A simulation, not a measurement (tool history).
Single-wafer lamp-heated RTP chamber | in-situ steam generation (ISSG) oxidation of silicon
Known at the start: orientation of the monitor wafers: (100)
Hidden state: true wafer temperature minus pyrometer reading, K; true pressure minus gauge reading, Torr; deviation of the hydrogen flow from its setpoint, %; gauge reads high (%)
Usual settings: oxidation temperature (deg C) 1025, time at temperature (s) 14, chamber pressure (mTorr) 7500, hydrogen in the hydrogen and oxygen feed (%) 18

run,hour,oxidation temperature (deg C),time at temperature (s),chamber pressure (mTorr),hydrogen in the hydrogen and oxygen feed (%),wafers since the last listed run,wafers since the last pyrometer calibration,hours since the pressure gauge was zeroed,hours since the hydrogen flow controller was replaced,hours since the gauge calibration,"read-back reference wafer on the same gauge, thickness",oxide thickness on the monitor wafer (angstrom)
1,0.0,1025,14,7500,18,0,1143,1572.6,6517.4,565.2,4.146,51.57
2,48.8,1025,14,7500,18,714,1857,1621.4,6566.2,614.0,4.150,51.90
3,102.4,1025,14,7500,18,784,2642,1675.0,6619.8,667.6,4.148,52.35
4,150.4,1025,14,7500,18,702,3345,1723.0,6667.8,715.6,4.151,52.12
# hour 179.8: pyrometer window cleaned and pyrometer calibrated
5,180.3,1025,14,7500,18,320,7,1752.9,6697.7,745.5,4.147,51.60
# hour 182.2: gauge calibrated
6,202.8,1025,14,7500,18,329,337,1775.4,6720.2,20.6,4.152,51.05
7,238.2,1025,14,7500,18,518,855,1810.8,6755.6,56.0,4.153,51.62
8,306.7,1025,14,7500,18,1002,1858,1879.3,6824.1,124.5,4.151,51.62
# hour 366.9: hydrogen flow controller replaced
9,367.2,1025,14,7500,18,768,2626,1939.8,0.3,185.0,4.150,52.54
# hour 381.0: pyrometer window cleaned and pyrometer calibrated
10,405.5,1025,14,7500,18,443,358,1978.1,38.6,223.3,4.149,51.43
11,444.9,1025,14,7500,18,576,934,2017.5,78.0,262.7,4.149,51.50
12,469.6,1025,11,6900,18,361,1296,2042.2,102.7,287.4,4.149,46.14
13,497.6,1025,11,6900,18,409,1706,2070.2,130.7,315.4,4.149,45.97
14,543.7,1025,14,8800,22,674,2381,2116.3,176.8,361.5,4.150,54.23
15,598.7,1045,9,7500,23,805,3186,2171.3,231.8,416.5,4.150,49.51
# hour 638.0: pyrometer window cleaned and pyrometer calibrated
16,647.1,1031,10,7500,15,591,133,2219.7,280.2,464.9,4.152,42.77
17,690.3,1025,14,7500,11,632,765,2262.9,323.4,508.1,4.153,45.97
# hour 727.0: pressure gauge zeroed
18,727.5,1038,17,7500,14,427,1193,0.5,360.6,545.3,4.150,56.97
19,775.5,1025,14,7500,18,702,1895,48.5,408.6,593.3,4.152,51.51
20,830.8,1025,19,7500,18,809,2705,103.8,463.9,648.6,4.147,60.49
# hour 842.8: pyrometer window cleaned and pyrometer calibrated
# hour 898.1: gauge calibrated
21,914.4,1025,14,7500,18,1106,1047,187.4,547.5,16.3,4.146,51.68
22,965.4,1025,14,7500,18,746,1794,238.4,598.5,67.3,4.151,52.32
23,990.8,1025,12,7500,18,371,2165,263.8,623.9,92.7,4.152,48.49
# hour 1052.8: pyrometer window cleaned and pyrometer calibrated
24,1053.3,1025,14,7500,18,797,7,326.3,686.4,155.2,4.149,51.27
25,1071.2,1014,12,8700,22,262,269,344.2,704.3,173.1,4.151,48.00
26,1124.6,1025,14,7500,18,781,1051,397.6,757.7,226.5,4.149,51.42

Forecast each of these 5 alternatives for the next run:
A,1125.0,1025,14,7500,18,5,1057,398.0,758.1,226.9,?,?
B,1125.0,1025,17,8000,15,5,1057,398.0,758.1,226.9,?,?
C,1125.0,1036,14,6900,11,5,1057,398.0,758.1,226.9,?,?
D,1125.0,1010,19,6900,18,5,1057,398.0,758.1,226.9,?,?
E,1125.0,1025,11,6900,13,5,1057,398.0,758.1,226.9,?,?

run,"read-back reference wafer on the same gauge, thickness",oxide thickness on the monitor wafer (angstrom)
A,4.150,51.55
B,4.150,54.37
C,4.150,47.93
D,4.150,55.58
E,4.150,42.21
Without the tool's hidden state the same runs would have given:
run,oxide thickness on the monitor wafer (angstrom)
A,51.19
B,53.96
C,47.56
D,55.19
E,41.93

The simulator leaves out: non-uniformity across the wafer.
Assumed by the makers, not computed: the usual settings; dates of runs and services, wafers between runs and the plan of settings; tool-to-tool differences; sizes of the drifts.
